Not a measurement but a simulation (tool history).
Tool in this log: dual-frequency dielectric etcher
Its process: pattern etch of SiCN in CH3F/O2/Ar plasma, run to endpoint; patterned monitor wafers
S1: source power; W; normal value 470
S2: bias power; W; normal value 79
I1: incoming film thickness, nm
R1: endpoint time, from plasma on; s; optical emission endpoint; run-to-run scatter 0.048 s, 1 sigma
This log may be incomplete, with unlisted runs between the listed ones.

| run | day | S1 | S2 | I1 | R1 |
|---|---|---|---|---|---|
| 1 | 0 | 390 | 79 | 6.87 | 17.6 |
| 2 | 4.042 | 470 | 79 | 6.89 | 15.6 |
| 3 | 8.288 | 470 | 79 | 6.84 | 15.5 |
| 4 | 12.467 | 470 | 79 | 6.92 | 15.6 |
|  | 18.733 | wet clean of the chamber |
| 5 | 24.746 | 470 | 79 | 6.95 | 15.8 |
| 6 | 26.604 | 540 | 74 | 6.85 | 14.6 |
| 7 | 34.962 | 540 | 74 | 6.86 | 14.5 |
| 8 | 39.121 | 540 | 74 | 6.9 | 14.6 |
| 9 | 42.421 | 550 | 79 | 6.93 | 14.2 |
| 10 | 44.471 | 550 | 79 | 6.92 | 14.1 |
|  | 47.492 | wet clean of the chamber |
| 11 | 48.875 | 470 | 79 | 6.88 | 15.7 |
| 12 | 51.754 | 470 | 79 | 6.86 | 15.5 |
| 13 | 53.496 | 470 | 85 | 6.87 | 15.3 |
| 14 | 57.133 | 470 | 79 | 6.93 | 15.7 |
|  | 60.142 | upper electrode replaced |
| 15 | 61.496 | 420 | 74 | 6.91 | 17 |
| 16 | 63.788 | 430 | 88 | 6.82 | 15.8 |
|  | 65.979 | bias power generator calibrated |
| 17 | 66.908 | 520 | 86 | 6.98 | 14.5 |
| 18 | 70.617 | 470 | 79 | 6.98 | 15.6 |
|  | 76.117 | source power generator calibrated |
|  | 77.233 | wet clean of the chamber |
| 19 | 82.333 | 470 | 66 | 6.88 | 16.5 |
| 20 | 85.8 | 370 | 66 | 6.91 | 19.4 |
| 21 | 87.612 | 550 | 79 | 6.81 | 14.2 |
| 22 | 92.071 | 580 | 65 | 6.88 | 14.6 |
| 23 | 94.412 | 380 | 67 | 6.91 | 18.8 |
| 24 | 95.95 | 470 | 79 | 6.95 | 15.8 |
| 25 | 98.912 | 510 | 99 | 6.88 | 13.7 |
|  | 100.412 | wet clean of the chamber |
| 26 | 102.812 | 470 | 63 | 6.92 | 16.8 |
| 27 | 106.071 | 540 | 79 | 6.87 | 14.4 |
| 28 | 114.025 | 570 | 94 | 6.86 | 13.1 |
| 29 | 116.208 | 580 | 96 | 6.89 | 13.1 |

Alternative continuations, all from the tool just after run 29; predict every row:
| A | 116.225 | 470 | 92 | 6.9 | ? |
| B | 116.225 | 390 | 70 | 6.9 | ? |
| C | 116.225 | 360 | 88 | 6.9 | ? |
| D | 116.225 | 380 | 72 | 6.9 | ? |
| E | 116.225 | 500 | 87 | 6.9 | ? |

| run | R1 |
|---|---|
| A | 14.9 |
| B | 18.3 |
| C | 18 |
| D | 18.5 |
| E | 14.6 |
What these runs would have given with no unlogged condition in the tool:
| run | R1 |
|---|---|
| A | 15.1 |
| B | 18.4 |
| C | 18.2 |
| D | 18.6 |
| E | 14.8 |

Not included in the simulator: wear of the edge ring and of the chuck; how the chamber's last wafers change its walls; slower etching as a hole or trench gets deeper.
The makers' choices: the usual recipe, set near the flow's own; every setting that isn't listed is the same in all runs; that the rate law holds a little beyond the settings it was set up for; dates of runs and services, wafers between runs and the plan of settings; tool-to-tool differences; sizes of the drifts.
